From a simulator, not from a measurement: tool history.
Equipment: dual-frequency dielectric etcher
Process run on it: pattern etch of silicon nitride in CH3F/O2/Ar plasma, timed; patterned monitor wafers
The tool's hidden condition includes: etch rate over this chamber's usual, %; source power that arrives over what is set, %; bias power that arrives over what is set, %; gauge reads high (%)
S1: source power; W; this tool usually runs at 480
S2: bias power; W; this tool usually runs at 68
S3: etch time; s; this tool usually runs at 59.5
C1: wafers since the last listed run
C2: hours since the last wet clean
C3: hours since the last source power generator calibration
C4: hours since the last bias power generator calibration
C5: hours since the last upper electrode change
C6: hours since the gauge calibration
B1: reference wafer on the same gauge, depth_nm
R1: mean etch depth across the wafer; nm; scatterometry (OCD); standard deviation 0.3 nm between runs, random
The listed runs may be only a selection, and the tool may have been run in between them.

{"run": 1, "hour": 0.0, "S1": 480, "S2": 79, "S3": 59.5, "C1": 0, "C2": 233.0, "C3": 1612.0, "C4": 2436.9, "C5": 2394.8, "C6": 601.5, "B1": 48.61, "R1": 49.32}
{"hour": 34.1, "done": "upper electrode replaced"}
{"run": 2, "hour": 34.6, "S1": 520, "S2": 68, "S3": 59.5, "C1": 159, "C2": 267.6, "C3": 1646.6, "C4": 2471.5, "C5": 0.5, "C6": 636.1, "B1": 48.62, "R1": 49.4}
{"run": 3, "hour": 34.9, "S1": 520, "S2": 68, "S3": 59.5, "C1": 4, "C2": 267.9, "C3": 1646.9, "C4": 2471.8, "C5": 0.8, "C6": 636.4, "B1": 48.72, "R1": 49.1}
{"run": 4, "hour": 41.1, "S1": 480, "S2": 56, "S3": 59.5, "C1": 93, "C2": 274.1, "C3": 1653.1, "C4": 2478.0, "C5": 7.0, "C6": 642.6, "B1": 48.58, "R1": 46.54}
{"run": 5, "hour": 49.2, "S1": 480, "S2": 56, "S3": 59.5, "C1": 121, "C2": 282.2, "C3": 1661.2, "C4": 2486.1, "C5": 15.1, "C6": 650.7, "B1": 48.6, "R1": 46.28}
{"run": 6, "hour": 58.3, "S1": 480, "S2": 56, "S3": 59.5, "C1": 136, "C2": 291.3, "C3": 1670.3, "C4": 2495.2, "C5": 24.2, "C6": 659.8, "B1": 48.6, "R1": 45.77}
{"hour": 83.9, "done": "wet clean of the chamber"}
{"run": 7, "hour": 84.4, "S1": 480, "S2": 68, "S3": 59.5, "C1": 31, "C2": 0.5, "C3": 1696.4, "C4": 2521.3, "C5": 50.3, "C6": 685.9, "B1": 48.71, "R1": 49.2}
{"run": 8, "hour": 84.7, "S1": 600, "S2": 76, "S3": 68.0, "C1": 4, "C2": 0.8, "C3": 1696.7, "C4": 2521.6, "C5": 50.6, "C6": 686.2, "B1": 48.72, "R1": 62.39}
{"run": 9, "hour": 92.4, "S1": 480, "S2": 59, "S3": 70.0, "C1": 115, "C2": 8.5, "C3": 1704.4, "C4": 2529.3, "C5": 58.3, "C6": 693.9, "B1": 48.77, "R1": 55.81}
{"run": 10, "hour": 107.3, "S1": 480, "S2": 68, "S3": 59.5, "C1": 223, "C2": 23.4, "C3": 1719.3, "C4": 2544.2, "C5": 73.2, "C6": 708.8, "B1": 48.82, "R1": 48.91}
{"hour": 109.3, "done": "gauge calibrated"}
{"run": 11, "hour": 144.1, "S1": 480, "S2": 68, "S3": 59.5, "C1": 552, "C2": 60.2, "C3": 1756.1, "C4": 2581.0, "C5": 110.0, "C6": 34.8, "B1": 48.7, "R1": 49.06}
{"run": 12, "hour": 158.0, "S1": 520, "S2": 55, "S3": 70.5, "C1": 208, "C2": 74.1, "C3": 1770.0, "C4": 2594.9, "C5": 123.9, "C6": 48.7, "B1": 48.77, "R1": 57.5}
{"run": 13, "hour": 174.0, "S1": 480, "S2": 82, "S3": 59.5, "C1": 240, "C2": 90.1, "C3": 1786.0, "C4": 2610.9, "C5": 139.9, "C6": 64.7, "B1": 48.69, "R1": 50.43}
{"hour": 192.2, "done": "bias power generator calibrated"}
{"run": 14, "hour": 192.7, "S1": 520, "S2": 68, "S3": 49.5, "C1": 220, "C2": 108.8, "C3": 1804.7, "C4": 0.5, "C5": 158.6, "C6": 83.4, "B1": 48.78, "R1": 41.67}
{"run": 15, "hour": 202.4, "S1": 440, "S2": 68, "S3": 77.5, "C1": 145, "C2": 118.5, "C3": 1814.4, "C4": 10.2, "C5": 168.3, "C6": 93.1, "B1": 48.67, "R1": 60.83}
{"run": 16, "hour": 215.3, "S1": 480, "S2": 59, "S3": 59.5, "C1": 193, "C2": 131.4, "C3": 1827.3, "C4": 23.1, "C5": 181.2, "C6": 106.0, "B1": 48.63, "R1": 47.04}
{"hour": 223.5, "done": "source power generator calibrated"}
{"run": 17, "hour": 228.2, "S1": 480, "S2": 68, "S3": 59.5, "C1": 133, "C2": 144.3, "C3": 4.7, "C4": 36.0, "C5": 194.1, "C6": 118.9, "B1": 48.67, "R1": 48.76}
{"run": 18, "hour": 237.9, "S1": 480, "S2": 68, "S3": 59.5, "C1": 145, "C2": 154.0, "C3": 14.4, "C4": 45.7, "C5": 203.8, "C6": 128.6, "B1": 48.72, "R1": 48.27}
{"run": 19, "hour": 248.8, "S1": 370, "S2": 52, "S3": 49.0, "C1": 163, "C2": 164.9, "C3": 25.3, "C4": 56.6, "C5": 214.7, "C6": 139.5, "B1": 48.63, "R1": 34.43}
{"run": 20, "hour": 257.6, "S1": 480, "S2": 68, "S3": 59.5, "C1": 132, "C2": 173.7, "C3": 34.1, "C4": 65.4, "C5": 223.5, "C6": 148.3, "B1": 48.62, "R1": 48.63}

What does the tool deliver on the next run?
{"run": 21, "hour": 272.1, "S1": 580, "S2": 68, "S3": 50.0, "C1": 217, "C2": 188.2, "C3": 48.6, "C4": 79.9, "C5": 238.0, "C6": 162.8, "B1": "?", "R1": "?"}

{"run 21": {"B1": 48.69, "R1": 43.63}}
If the tool had no hidden condition, the same run with the same run-to-run variation would have returned R1 44.20 nm.
